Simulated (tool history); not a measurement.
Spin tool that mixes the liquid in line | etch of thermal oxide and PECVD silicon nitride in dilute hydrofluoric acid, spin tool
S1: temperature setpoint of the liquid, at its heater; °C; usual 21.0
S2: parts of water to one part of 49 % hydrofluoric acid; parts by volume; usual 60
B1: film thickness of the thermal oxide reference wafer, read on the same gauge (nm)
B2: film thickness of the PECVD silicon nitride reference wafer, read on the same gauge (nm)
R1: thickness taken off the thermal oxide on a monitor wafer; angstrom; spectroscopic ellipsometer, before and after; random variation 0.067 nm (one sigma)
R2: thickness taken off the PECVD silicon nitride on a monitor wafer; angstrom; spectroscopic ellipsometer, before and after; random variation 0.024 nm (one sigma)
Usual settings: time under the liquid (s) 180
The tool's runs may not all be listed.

run 1 hour=0.0 | S1=21.0 S2=60 time_under_the_liquid_(s)=180 | B1=129.98 B2=29.99 | R1=128.2 R2=55.3
run 2 hour=30.8 | S1=21.0 S2=45 time_under_the_liquid_(s)=180 | B1=130.01 B2=30.00 | R1=174.4 R2=73.9
run 3 hour=66.9 | S1=21.0 S2=45 time_under_the_liquid_(s)=180 | B1=130.01 B2=30.00 | R1=173.7 R2=73.7
run 4 hour=107.4 | S1=23.5 S2=45 time_under_the_liquid_(s)=260 | B1=130.02 B2=30.03 | R1=277.3 R2=126.0
run 5 hour=141.1 | S1=18.5 S2=60 time_under_the_liquid_(s)=90 | B1=130.01 B2=30.03 | R1=57.3 R2=23.3
run 6 hour=196.0 | S1=21.0 S2=80 time_under_the_liquid_(s)=180 | B1=129.97 B2=30.01 | R1=93.6 R2=42.0
run 7 hour=252.4 | S1=21.0 S2=60 time_under_the_liquid_(s)=180 | B1=130.01 B2=30.02 | R1=128.3 R2=55.7
run 8 hour=290.8 | S1=21.0 S2=60 time_under_the_liquid_(s)=180 | B1=130.00 B2=29.99 | R1=128.1 R2=55.6
run 9 hour=320.4 | S1=18.5 S2=60 time_under_the_liquid_(s)=180 | B1=129.99 B2=30.01 | R1=115.2 R2=46.5
run 10 hour=391.4 | S1=21.0 S2=60 time_under_the_liquid_(s)=245 | B1=129.97 B2=29.97 | R1=173.2 R2=75.2
run 11 hour=437.9 | S1=17.0 S2=60 time_under_the_liquid_(s)=100 | B1=129.98 B2=30.00 | R1=60.0 R2=23.3
run 12 hour=464.2 | S1=26.0 S2=50 time_under_the_liquid_(s)=85 | B1=129.99 B2=30.01 | R1=89.8 R2=44.2
run 13 hour=512.1 | S1=21.0 S2=60 time_under_the_liquid_(s)=110 | B1=130.00 B2=30.01 | R1=77.4 R2=34.0
run 14 hour=567.2 | S1=17.0 S2=50 time_under_the_liquid_(s)=125 | B1=130.01 B2=29.99 | R1=91.1 R2=35.0
run 15 hour=623.5 | S1=21.0 S2=60 time_under_the_liquid_(s)=180 | B1=130.00 B2=30.00 | R1=129.2 R2=55.7
run 16 hour=675.7 | S1=19.0 S2=50 time_under_the_liquid_(s)=120 | B1=130.00 B2=30.03 | R1=94.5 R2=38.3
run 17 hour=732.8 | S1=21.0 S2=60 time_under_the_liquid_(s)=150 | B1=129.98 B2=30.02 | R1=105.1 R2=46.4
run 18 hour=757.1 | S1=23.5 S2=30 time_under_the_liquid_(s)=115 | B1=129.99 B2=29.97 | R1=187.7 R2=82.5
run 19 hour=785.1 | S1=25.0 S2=45 time_under_the_liquid_(s)=210 | B1=130.01 B2=30.00 | R1=238.8 R2=113.1
run 20 hour=997.6 | S1=21.0 S2=35 time_under_the_liquid_(s)=180 | B1=130.00 B2=30.00 | R1=223.9 R2=94.3
run 21 hour=1063.7 | S1=21.0 S2=60 time_under_the_liquid_(s)=180 | B1=129.98 B2=30.05 | R1=128.5 R2=55.4
run 22 hour=1111.4 | S1=21.0 S2=30 time_under_the_liquid_(s)=180 | B1=130.01 B2=30.04 | R1=262.3 R2=107.9
run 23 hour=1144.1 | S1=21.0 S2=40 time_under_the_liquid_(s)=180 | B1=130.02 B2=30.01 | R1=194.9 R2=83.0
run 24 hour=1336.7 | S1=22.5 S2=60 time_under_the_liquid_(s)=130 | B1=130.01 B2=29.95 | R1=98.1 R2=44.5
run 25 hour=1393.6 | S1=21.0 S2=45 time_under_the_liquid_(s)=125 | B1=130.02 B2=30.03 | R1=120.5 R2=50.7
run 26 hour=1430.7 | S1=25.5 S2=30 time_under_the_liquid_(s)=180 | B1=130.01 B2=30.00 | R1=320.7 R2=148.4
run 27 hour=1456.3 | S1=22.5 S2=90 time_under_the_liquid_(s)=110 | B1=130.01 B2=30.05 | R1=53.1 R2=25.2

Taken out of this log: 4 entries between the listed runs. Where each belongs, and how the hidden state differs across it:
Between runs 1 and 2: gauge calibrated (hour 11.9)
  no hidden state differs between the two runs
Between runs 5 and 6: thermometer replaced (hour 163.9)
  no hidden state differs between the two runs
Between runs 19 and 20: hydrofluoric acid flow meter replaced (hour 847.2); thermometer replaced (hour 897.9)
  no hidden state differs between the two runs
